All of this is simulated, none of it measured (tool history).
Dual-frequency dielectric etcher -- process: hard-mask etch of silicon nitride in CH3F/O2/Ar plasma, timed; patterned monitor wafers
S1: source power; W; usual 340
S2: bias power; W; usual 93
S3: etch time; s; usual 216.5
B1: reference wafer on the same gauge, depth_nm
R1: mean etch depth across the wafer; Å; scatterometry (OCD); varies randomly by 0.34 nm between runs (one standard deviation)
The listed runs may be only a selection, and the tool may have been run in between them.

run   hour   S1  S2     S3     B1    R1
  1    0.0  340  93  216.5  135.0  1569
  2   43.1  360  93  216.5  135.0  1582
  3  154.6  360  93  216.5  135.0  1584
     200.1  -- wet clean of the chamber
  4  205.4  340  82  216.5  135.0  1515
  5  244.9  340  82  216.5  134.9  1507
  6  314.9  340  82  216.5  135.0  1515
  7  356.5  340  93  216.5  135.1  1565
  8  425.4  340  93  216.5  135.0  1558
  9  488.0  340  93  216.5  134.9  1561
 10  512.7  340  93  216.5  135.1  1554
 11  559.2  340  93  216.5  135.0  1555
 12  590.0  340  93  216.5  135.0  1554
     671.4  -- wet clean of the chamber
 13  671.9  340  93  216.5  135.0  1565
 14  694.6  400  93  216.5  134.9  1626
 15  730.8  320  87  216.5  135.0  1507

Run 16, settings as shown, results not yet in. Your forecast:
 16  801.0  340  93  216.5   ?   ?

Run 16 yielded B1 135.0, R1 1556 Å.
Take away the tool's hidden state, keep the run-to-run variation as it was, and the same run would have given R1 1571 Å.

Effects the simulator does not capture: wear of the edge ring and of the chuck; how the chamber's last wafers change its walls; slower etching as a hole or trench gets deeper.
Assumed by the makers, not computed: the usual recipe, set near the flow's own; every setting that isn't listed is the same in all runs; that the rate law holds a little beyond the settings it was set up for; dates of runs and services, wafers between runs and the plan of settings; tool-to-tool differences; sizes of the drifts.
